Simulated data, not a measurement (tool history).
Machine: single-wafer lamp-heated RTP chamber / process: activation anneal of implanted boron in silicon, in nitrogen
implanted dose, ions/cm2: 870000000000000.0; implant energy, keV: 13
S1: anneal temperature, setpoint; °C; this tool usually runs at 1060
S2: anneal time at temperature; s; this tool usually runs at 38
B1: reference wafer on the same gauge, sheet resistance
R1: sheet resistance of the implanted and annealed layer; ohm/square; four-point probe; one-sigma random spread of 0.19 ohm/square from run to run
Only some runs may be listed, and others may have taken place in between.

run,hour,S1,S2,B1,R1
1,0,1060,38,128.1,128.61
2,87.5,1060,38,128.02,128.9
3,174.6,1060,53,127.94,127.36
4,260.7,1060,53,128.04,127.64
5,308.5,1060,38,128.05,128.37
6,357.5,1060,38,127.96,128.51
7,432.7,1060,48,127.96,127.82
8,515.8,1060,48,127.98,128.31
# hour 551.6: gauge calibrated
# hour 551.8: pyrometer window cleaned and pyrometer calibrated
9,590.7,1031,53,127.99,129.85
# hour 623.3: reflector plate cleaned
10,693.2,1084,25,127.91,129.08
11,768.3,1073,20,128,130.14
12,856.4,1076,19,127.94,129.78
13,902.9,1043,38,128.01,129.57
14,1022.6,1078,18,127.99,129.64
15,1062.3,1080,38,128.11,128.23

Branching from run 15: 5 alternative next runs. What would each branch give?
A,1062.7,1060,38,?,?
B,1062.7,1046,18,?,?
C,1062.7,1048,45,?,?
D,1062.7,1070,27,?,?
E,1062.7,1044,30,?,?

run,B1,R1
A,127.95,128.42
B,127.95,131.05
C,127.95,128.56
D,127.95,129.08
E,127.95,129.93
Without the tool's hidden state the same runs would have given:
run,R1
A,128.42
B,131.05
C,128.56
D,129.08
E,129.93
